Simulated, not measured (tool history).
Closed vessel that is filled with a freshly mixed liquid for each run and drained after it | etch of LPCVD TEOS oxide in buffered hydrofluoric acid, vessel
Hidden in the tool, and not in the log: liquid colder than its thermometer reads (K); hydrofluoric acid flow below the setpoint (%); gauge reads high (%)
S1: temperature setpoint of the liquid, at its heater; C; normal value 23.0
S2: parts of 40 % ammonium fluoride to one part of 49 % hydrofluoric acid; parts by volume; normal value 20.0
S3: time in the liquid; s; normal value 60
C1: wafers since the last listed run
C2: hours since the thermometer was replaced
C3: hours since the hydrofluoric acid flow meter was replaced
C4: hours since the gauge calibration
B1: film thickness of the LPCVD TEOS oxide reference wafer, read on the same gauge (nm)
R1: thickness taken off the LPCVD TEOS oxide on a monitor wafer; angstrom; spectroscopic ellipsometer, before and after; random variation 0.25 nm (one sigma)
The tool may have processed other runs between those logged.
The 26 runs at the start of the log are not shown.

run    hour    S1    S2  S3    C1     C2     C3     C4      B1     R1
 27  1393.8  23.0  16.5  30  3846  507.6   61.7  470.9  110.00  432.3
 28  1442.0  20.0  28.0  90  4056  555.8  109.9  519.1  110.00  712.8
 29  1508.7  21.0  25.5  40  5613  622.5  176.6  585.8  110.00  356.6
 30  1571.1  25.5  25.5  30  5251  684.9  239.0  648.2  110.01  343.9
 31  1626.4  20.0  14.0  60  4654  740.2  294.3  703.5  110.03  846.4
 32  1662.1  23.0  20.0  60  3004  775.9  330.0  739.2  110.00  702.1
 33  1710.2  23.0  20.0  85  4048  824.0  378.1  787.3  109.96  996.5
 34  1758.8  19.5  23.0  60  4090  872.6  426.7  835.9  109.99  526.4

Here are 3 independent what-if runs from the current tool condition. What would each one return?
  A  1759.5  23.0  20.0  60  58  873.3  427.4  836.6   ?   ?
  B  1759.5  24.5  15.5  40  58  873.3  427.4  836.6   ?   ?
  C  1759.5  19.5  24.5  90  58  873.3  427.4  836.6   ?   ?

run      B1     R1
  A  109.99  703.8
  B  109.99  650.9
  C  109.99  755.1
With no hidden state in the tool, these same runs would have given:
run     R1
  A  713.7
  B  664.0
  C  765.7

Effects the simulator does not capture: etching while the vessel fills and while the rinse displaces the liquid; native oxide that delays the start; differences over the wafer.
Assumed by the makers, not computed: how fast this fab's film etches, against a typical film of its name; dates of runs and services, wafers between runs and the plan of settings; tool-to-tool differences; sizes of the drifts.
